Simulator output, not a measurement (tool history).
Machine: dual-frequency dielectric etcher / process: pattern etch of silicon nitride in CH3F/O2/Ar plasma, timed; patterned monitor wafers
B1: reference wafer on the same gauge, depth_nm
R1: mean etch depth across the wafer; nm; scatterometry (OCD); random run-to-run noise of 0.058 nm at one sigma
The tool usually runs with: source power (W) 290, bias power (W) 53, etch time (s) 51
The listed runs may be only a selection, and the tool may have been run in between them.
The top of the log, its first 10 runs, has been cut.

run 11 hour=471.7 | source_power_(W)=310 bias_power_(W)=53 etch_time_(s)=59.5 | B1=21.89 | R1=31.44
run 12 hour=539.4 | source_power_(W)=290 bias_power_(W)=48 etch_time_(s)=45 | B1=21.88 | R1=22.09
run 13 hour=582.6 | source_power_(W)=290 bias_power_(W)=49 etch_time_(s)=38.5 | B1=21.9 | R1=19.09
run 14 hour=756.1 | source_power_(W)=290 bias_power_(W)=53 etch_time_(s)=51 | B1=21.89 | R1=26.02
-- hour=784.6 bias power generator calibrated
-- hour=816.1 wet clean of the chamber
run 15 hour=819.6 | source_power_(W)=290 bias_power_(W)=53 etch_time_(s)=51 | B1=21.9 | R1=25.73
run 16 hour=864.4 | source_power_(W)=290 bias_power_(W)=53 etch_time_(s)=51 | B1=21.89 | R1=25.81
run 17 hour=911 | source_power_(W)=290 bias_power_(W)=53 etch_time_(s)=59 | B1=21.91 | R1=29.82
run 18 hour=977.3 | source_power_(W)=290 bias_power_(W)=53 etch_time_(s)=51 | B1=21.89 | R1=25.75
run 19 hour=1042.2 | source_power_(W)=230 bias_power_(W)=58 etch_time_(s)=37.5 | B1=21.88 | R1=17.24
run 20 hour=1068.4 | source_power_(W)=350 bias_power_(W)=53 etch_time_(s)=60.5 | B1=21.91 | R1=33.89
run 21 hour=1105.9 | source_power_(W)=220 bias_power_(W)=62 etch_time_(s)=57 | B1=21.92 | R1=26.03
run 22 hour=1142 | source_power_(W)=290 bias_power_(W)=63 etch_time_(s)=51 | B1=21.92 | R1=27.67
run 23 hour=1187.1 | source_power_(W)=290 bias_power_(W)=53 etch_time_(s)=38.5 | B1=21.91 | R1=19.57
run 24 hour=1213.9 | source_power_(W)=290 bias_power_(W)=53 etch_time_(s)=51 | B1=21.88 | R1=25.89

The next listed run, before its measurement:
-- hour=1280.7 source power generator calibrated
-- hour=1382.2 wet clean of the chamber
run 25 hour=1401 | source_power_(W)=290 bias_power_(W)=53 etch_time_(s)=51 | B1=? | R1=?

{"run 25": {"B1": 21.9, "R1": 25.85}}
Minus the tool's unlogged condition, the same run would have read R1 25.8 nm.

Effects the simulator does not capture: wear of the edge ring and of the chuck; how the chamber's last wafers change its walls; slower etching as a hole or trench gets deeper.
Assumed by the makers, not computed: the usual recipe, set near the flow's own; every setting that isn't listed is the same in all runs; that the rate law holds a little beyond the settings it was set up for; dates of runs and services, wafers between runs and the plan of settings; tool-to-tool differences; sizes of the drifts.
